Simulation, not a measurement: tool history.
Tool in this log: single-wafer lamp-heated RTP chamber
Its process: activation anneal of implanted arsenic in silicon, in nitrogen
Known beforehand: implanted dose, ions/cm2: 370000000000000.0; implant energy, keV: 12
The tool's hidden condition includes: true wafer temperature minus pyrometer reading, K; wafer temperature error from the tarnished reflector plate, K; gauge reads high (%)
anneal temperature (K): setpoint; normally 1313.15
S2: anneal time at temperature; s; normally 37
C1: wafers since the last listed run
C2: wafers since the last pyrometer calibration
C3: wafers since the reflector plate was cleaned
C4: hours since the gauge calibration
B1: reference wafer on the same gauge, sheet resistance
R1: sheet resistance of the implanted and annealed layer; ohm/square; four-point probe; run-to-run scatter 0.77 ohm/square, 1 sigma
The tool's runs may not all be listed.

run 1 day=0.000 | anneal_temperature_(K)=1301.15 S2=52 | C1=0 C2=2276 C3=1222 C4=958.4 | B1=292.03 | R1=254.88
run 2 day=1.596 | anneal_temperature_(K)=1301.15 S2=52 | C1=561 C2=2837 C3=1783 C4=996.7 | B1=292.09 | R1=255.06
run 3 day=4.433 | anneal_temperature_(K)=1313.15 S2=51 | C1=998 C2=3836 C3=2782 C4=1064.8 | B1=291.96 | R1=249.35
run 4 day=6.571 | anneal_temperature_(K)=1313.15 S2=51 | C1=751 C2=4588 C3=3534 C4=1116.1 | B1=291.85 | R1=249.43
run 5 day=9.433 | anneal_temperature_(K)=1313.15 S2=51 | C1=1007 C2=5595 C3=4541 C4=1184.8 | B1=291.93 | R1=250.06
-- day=11.179 pyrometer window cleaned and pyrometer calibrated
run 6 day=11.333 | anneal_temperature_(K)=1313.15 S2=22 | C1=551 C2=54 C3=5092 C4=1230.4 | B1=291.91 | R1=261.31
run 7 day=12.350 | anneal_temperature_(K)=1313.15 S2=22 | C1=357 C2=412 C3=5449 C4=1254.8 | B1=292.18 | R1=260.12
run 8 day=14.396 | anneal_temperature_(K)=1313.15 S2=37 | C1=719 C2=1131 C3=6169 C4=1303.9 | B1=292.03 | R1=252.84
run 9 day=16.233 | anneal_temperature_(K)=1313.15 S2=37 | C1=646 C2=1778 C3=6816 C4=1348.0 | B1=291.75 | R1=253.47
run 10 day=19.025 | anneal_temperature_(K)=1313.15 S2=37 | C1=982 C2=2760 C3=7798 C4=1415.0 | B1=292.10 | R1=252.97
run 11 day=21.821 | anneal_temperature_(K)=1313.15 S2=37 | C1=983 C2=3743 C3=8781 C4=1482.1 | B1=291.85 | R1=251.96
-- day=23.812 reflector plate cleaned
run 12 day=24.458 | anneal_temperature_(K)=1313.15 S2=37 | C1=810 C2=4554 C3=227 C4=1545.4 | B1=292.04 | R1=255.18
run 13 day=27.412 | anneal_temperature_(K)=1313.15 S2=47 | C1=1039 C2=5593 C3=1266 C4=1616.3 | B1=291.81 | R1=249.16
-- day=29.046 pyrometer window cleaned and pyrometer calibrated
run 14 day=32.392 | anneal_temperature_(K)=1313.15 S2=25 | C1=1634 C2=1177 C3=2900 C4=1735.8 | B1=291.90 | R1=259.40
run 15 day=34.275 | anneal_temperature_(K)=1331.15 S2=29 | C1=662 C2=1839 C3=3563 C4=1781.0 | B1=292.05 | R1=252.64
-- day=35.383 gauge calibrated
run 16 day=40.854 | anneal_temperature_(K)=1313.15 S2=20 | C1=2314 C2=4154 C3=5877 C4=131.3 | B1=291.87 | R1=260.74
run 17 day=43.588 | anneal_temperature_(K)=1313.15 S2=37 | C1=961 C2=5115 C3=6839 C4=196.9 | B1=291.71 | R1=252.84
run 18 day=45.012 | anneal_temperature_(K)=1326.15 S2=29 | C1=501 C2=5617 C3=7340 C4=231.1 | B1=292.15 | R1=251.74
-- day=46.704 pyrometer window cleaned and pyrometer calibrated
run 19 day=46.725 | anneal_temperature_(K)=1324.15 S2=37 | C1=485 C2=6 C3=7825 C4=272.2 | B1=292.08 | R1=249.78
run 20 day=47.667 | anneal_temperature_(K)=1313.15 S2=37 | C1=331 C2=338 C3=8157 C4=294.8 | B1=292.03 | R1=252.84
run 21 day=48.871 | anneal_temperature_(K)=1297.15 S2=52 | C1=423 C2=761 C3=8580 C4=323.7 | B1=292.07 | R1=251.98
run 22 day=49.921 | anneal_temperature_(K)=1303.15 S2=37 | C1=369 C2=1131 C3=8950 C4=348.9 | B1=291.95 | R1=254.76
run 23 day=51.875 | anneal_temperature_(K)=1313.15 S2=57 | C1=687 C2=1818 C3=9637 C4=395.8 | B1=292.08 | R1=244.94
run 24 day=52.921 | anneal_temperature_(K)=1313.15 S2=37 | C1=367 C2=2186 C3=10005 C4=420.9 | B1=292.14 | R1=251.58
-- day=54.029 reflector plate cleaned
run 25 day=54.050 | anneal_temperature_(K)=1291.15 S2=37 | C1=279 C2=2466 C3=7 C4=448.0 | B1=291.95 | R1=259.82
run 26 day=55.558 | anneal_temperature_(K)=1289.15 S2=58 | C1=530 C2=2997 C3=538 C4=484.2 | B1=291.92 | R1=256.50
run 27 day=57.204 | anneal_temperature_(K)=1339.15 S2=37 | C1=579 C2=3576 C3=1117 C4=523.7 | B1=291.85 | R1=245.12
run 28 day=59.779 | anneal_temperature_(K)=1322.15 S2=37 | C1=905 C2=4481 C3=2022 C4=585.5 | B1=292.03 | R1=252.00
run 29 day=62.025 | anneal_temperature_(K)=1301.15 S2=47 | C1=790 C2=5271 C3=2812 C4=639.4 | B1=291.97 | R1=252.89
-- day=67.212 pyrometer window cleaned and pyrometer calibrated
run 30 day=69.050 | anneal_temperature_(K)=1301.15 S2=52 | C1=2354 C2=646 C3=5167 C4=808.0 | B1=292.03 | R1=252.35
run 31 day=71.933 | anneal_temperature_(K)=1313.15 S2=37 | C1=1014 C2=1660 C3=6181 C4=877.2 | B1=291.88 | R1=252.91

Forecast run 32:
run 32 day=72.992 | anneal_temperature_(K)=1286.15 S2=54 | C1=372 C2=2033 C3=6553 C4=902.6 | B1=? | R1=?

B1: 291.96
R1: 255.44 ohm/square
If the tool had no hidden condition, the same run with the same run-to-run variation would have returned R1 256.62 ohm/square.
